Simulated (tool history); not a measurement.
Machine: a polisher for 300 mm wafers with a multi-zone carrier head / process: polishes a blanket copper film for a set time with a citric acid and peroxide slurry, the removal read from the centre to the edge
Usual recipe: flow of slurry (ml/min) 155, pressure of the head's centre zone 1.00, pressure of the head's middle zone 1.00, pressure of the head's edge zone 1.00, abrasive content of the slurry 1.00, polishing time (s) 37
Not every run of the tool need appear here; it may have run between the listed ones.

| run | day | flow of slurry (ml/min) | pressure of the head's centre zone | pressure of the head's middle zone | pressure of the head's edge zone | abrasive content of the slurry | polishing time (s) | wafers since the last listed run | wafers polished on this pad | hours since the slurry nozzle was cleaned | hours since the centre zone pressure was calibrated | hours since the edge zone pressure was calibrated | hours since the carrier head's membrane was replaced | incoming thickness of the incoming film, nm | film removed at the wafer's centre (angstrom) | film removed at mid-radius (angstrom) | film removed at the wafer's edge (angstrom) |
|---|---|---|---|---|---|---|---|---|---|---|---|---|---|---|---|---|---|
| 1 | 0.000 | 155 | 1.00 | 1.00 | 1.00 | 1.00 | 37 | 0 | 223 | 488.4 | 862.2 | 469.8 | 1512.4 | 1037.5 | 653 | 688 | 652 |
| 2 | 0.662 | 120 | 1.00 | 1.00 | 1.00 | 1.00 | 47 | 128 | 352 | 504.3 | 878.1 | 485.7 | 1528.3 | 1037.2 | 772 | 805 | 806 |
| 3 | 1.342 | 120 | 1.00 | 1.00 | 1.00 | 1.00 | 47 | 131 | 483 | 520.6 | 894.4 | 502.0 | 1544.6 | 1034.0 | 774 | 797 | 802 |
| 4 | 1.883 | 155 | 1.00 | 1.00 | 1.00 | 1.00 | 37 | 104 | 588 | 533.6 | 907.4 | 515.0 | 1557.6 | 1045.8 | 653 | 662 | 649 |
| 5 | 2.338 | 155 | 1.00 | 1.00 | 1.00 | 1.00 | 37 | 87 | 675 | 544.5 | 918.3 | 525.9 | 1568.5 | 1028.0 | 646 | 661 | 652 |
| 6 | 2.679 | 155 | 1.00 | 1.00 | 1.00 | 1.00 | 37 | 66 | 741 | 552.7 | 926.5 | 534.1 | 1576.7 | 1038.7 | 649 | 654 | 642 |
| 7 | 3.396 | 155 | 1.00 | 1.00 | 1.00 | 1.00 | 37 | 138 | 880 | 569.9 | 943.7 | 551.3 | 1593.9 | 1055.0 | 640 | 669 | 639 |
| 8 | 5.229 | 155 | 1.00 | 1.00 | 0.94 | 1.00 | 37 | 354 | 1234 | 613.9 | 987.7 | 595.3 | 1637.9 | 1034.0 | 628 | 665 | 613 |
| 9 | 5.558 | 155 | 1.00 | 1.00 | 1.00 | 1.00 | 37 | 63 | 1298 | 621.8 | 995.6 | 603.2 | 1645.8 | 1039.6 | 627 | 655 | 660 |
| 10 | 5.950 | 135 | 0.96 | 1.00 | 1.00 | 1.00 | 32 | 75 | 1374 | 631.2 | 1005.0 | 612.6 | 1655.2 | 1050.4 | 505 | 545 | 556 |
|  | 6.467 | edge zone pressure recalibrated |
|  | 6.650 | worn pad replaced by a new one |
| 11 | 6.671 | 155 | 1.00 | 1.00 | 1.00 | 1.00 | 37 | 91 | 4 | 648.5 | 1022.3 | 4.9 | 1672.5 | 1048.0 | 629 | 641 | 647 |
|  | 6.962 | slurry nozzle cleaned |
|  | 7.638 | carrier head's membrane replaced by a new one |
|  | 7.667 | centre zone pressure recalibrated |
| 12 | 8.546 | 200 | 1.00 | 1.00 | 1.00 | 1.00 | 37 | 308 | 312 | 38.0 | 21.1 | 49.9 | 21.8 | 1041.5 | 739 | 751 | 705 |
| 13 | 9.079 | 155 | 1.00 | 1.00 | 0.94 | 1.15 | 33 | 103 | 415 | 50.8 | 33.9 | 62.7 | 34.6 | 1061.9 | 653 | 661 | 614 |
| 14 | 9.667 | 155 | 1.00 | 1.00 | 1.07 | 1.25 | 37 | 113 | 529 | 64.9 | 48.0 | 76.8 | 48.7 | 1030.7 | 734 | 766 | 752 |

4 options for the next run, each taken on its own from the tool as it stands now. Forecast them:
| A | 9.683 | 155 | 1.00 | 1.00 | 1.06 | 1.00 | 37 | 3 | 532 | 65.3 | 48.4 | 77.2 | 49.1 | 1031.8 | ? | ? | ? |
| B | 9.683 | 155 | 1.00 | 1.00 | 0.95 | 1.00 | 37 | 3 | 532 | 65.3 | 48.4 | 77.2 | 49.1 | 1031.8 | ? | ? | ? |
| C | 9.683 | 130 | 1.00 | 0.92 | 1.00 | 0.85 | 49 | 3 | 532 | 65.3 | 48.4 | 77.2 | 49.1 | 1031.8 | ? | ? | ? |
| D | 9.683 | 180 | 0.92 | 0.90 | 1.04 | 1.00 | 37 | 3 | 532 | 65.3 | 48.4 | 77.2 | 49.1 | 1031.8 | ? | ? | ? |

| run | film removed at the wafer's centre (angstrom) | film removed at mid-radius (angstrom) | film removed at the wafer's edge (angstrom) |
|---|---|---|---|
| A | 697 | 719 | 714 |
| B | 697 | 719 | 677 |
| C | 863 | 835 | 872 |
| D | 657 | 674 | 720 |
What these runs would have given with no unlogged condition in the tool:
| run | film removed at the wafer's centre (angstrom) | film removed at mid-radius (angstrom) | film removed at the wafer's edge (angstrom) |
|---|---|---|---|
| A | 703 | 725 | 719 |
| B | 703 | 725 | 681 |
| C | 873 | 843 | 878 |
| D | 662 | 679 | 724 |
